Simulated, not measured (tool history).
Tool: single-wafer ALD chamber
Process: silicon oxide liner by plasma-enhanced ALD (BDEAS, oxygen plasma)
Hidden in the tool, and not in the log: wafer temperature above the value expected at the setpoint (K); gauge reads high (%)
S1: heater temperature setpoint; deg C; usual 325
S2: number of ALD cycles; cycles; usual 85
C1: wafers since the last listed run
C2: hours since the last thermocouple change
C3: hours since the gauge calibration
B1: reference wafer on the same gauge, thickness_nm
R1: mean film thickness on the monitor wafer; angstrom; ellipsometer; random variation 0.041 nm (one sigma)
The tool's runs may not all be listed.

| run | hour | S1 | S2 | C1 | C2 | C3 | B1 | R1 |
|---|---|---|---|---|---|---|---|---|
| 1 | 0.0 | 329 | 85 | 0 | 938.4 | 931.8 | 7.073 | 83.01 |
| 2 | 62.8 | 329 | 85 | 342 | 1001.2 | 994.6 | 7.068 | 83.20 |
| 3 | 165.4 | 325 | 78 | 559 | 1103.8 | 1097.2 | 7.065 | 76.46 |
| 4 | 203.2 | 325 | 78 | 206 | 1141.6 | 1135.0 | 7.073 | 76.26 |
| 5 | 276.3 | 325 | 91 | 398 | 1214.7 | 1208.1 | 7.072 | 89.37 |
| 6 | 366.2 | 320 | 85 | 490 | 1304.6 | 1298.0 | 7.071 | 84.38 |
| 7 | 417.1 | 325 | 85 | 277 | 1355.5 | 1348.9 | 7.071 | 83.39 |
|  | 450.7 | gauge calibrated |
| 8 | 463.4 | 325 | 85 | 252 | 1401.8 | 12.7 | 7.071 | 83.47 |
| 9 | 525.4 | 325 | 85 | 338 | 1463.8 | 74.7 | 7.067 | 83.86 |
| 10 | 592.5 | 325 | 85 | 366 | 1530.9 | 141.8 | 7.070 | 82.70 |
| 11 | 661.8 | 325 | 85 | 378 | 1600.2 | 211.1 | 7.073 | 82.82 |
| 12 | 725.9 | 325 | 85 | 349 | 1664.3 | 275.2 | 7.068 | 83.23 |
| 13 | 770.0 | 316 | 94 | 240 | 1708.4 | 319.3 | 7.069 | 92.82 |
| 14 | 1030.2 | 316 | 94 | 1420 | 1968.6 | 579.5 | 7.069 | 94.19 |
| 15 | 1132.4 | 336 | 99 | 557 | 2070.8 | 681.7 | 7.069 | 94.84 |
| 16 | 1198.5 | 325 | 74 | 360 | 2136.9 | 747.8 | 7.067 | 73.05 |
|  | 1230.7 | thermocouple changed; heater temperature recalibrated |
| 17 | 1299.5 | 325 | 85 | 507 | 68.8 | 848.8 | 7.070 | 83.70 |
| 18 | 1401.3 | 325 | 85 | 555 | 170.6 | 950.6 | 7.074 | 83.22 |
| 19 | 1503.3 | 325 | 85 | 556 | 272.6 | 1052.6 | 7.072 | 82.53 |
| 20 | 1604.4 | 317 | 76 | 551 | 373.7 | 1153.7 | 7.073 | 75.03 |
| 21 | 1688.8 | 325 | 85 | 460 | 458.1 | 1238.1 | 7.072 | 84.03 |
| 22 | 1738.2 | 325 | 73 | 269 | 507.5 | 1287.5 | 7.071 | 71.76 |
|  | 1742.6 | gauge calibrated |
| 23 | 1842.2 | 312 | 74 | 567 | 611.5 | 99.6 | 7.072 | 74.06 |
| 24 | 1884.2 | 310 | 85 | 229 | 653.5 | 141.6 | 7.070 | 86.31 |
| 25 | 1956.4 | 338 | 101 | 394 | 725.7 | 213.8 | 7.070 | 96.92 |
| 26 | 1995.0 | 316 | 69 | 210 | 764.3 | 252.4 | 7.067 | 68.44 |
| 27 | 2099.8 | 325 | 85 | 571 | 869.1 | 357.2 | 7.066 | 82.48 |
| 28 | 2206.1 | 321 | 95 | 580 | 975.4 | 463.5 | 7.067 | 93.85 |

5 ways to go on from here, each from the tool as it stands after run 28. What would each give?
| A | 2206.6 | 325 | 93 | 2 | 975.9 | 464.0 | ? | ? |
| B | 2206.6 | 333 | 72 | 2 | 975.9 | 464.0 | ? | ? |
| C | 2206.6 | 325 | 77 | 2 | 975.9 | 464.0 | ? | ? |
| D | 2206.6 | 329 | 94 | 2 | 975.9 | 464.0 | ? | ? |
| E | 2206.6 | 325 | 71 | 2 | 975.9 | 464.0 | ? | ? |

| run | B1 | R1 |
|---|---|---|
| A | 7.068 | 91.26 |
| B | 7.068 | 69.72 |
| C | 7.068 | 75.56 |
| D | 7.068 | 91.63 |
| E | 7.068 | 69.67 |
Without the tool's hidden state the same runs would have given:
| run | R1 |
|---|---|
| A | 91.26 |
| B | 69.72 |
| C | 75.56 |
| D | 91.63 |
| E | 69.67 |
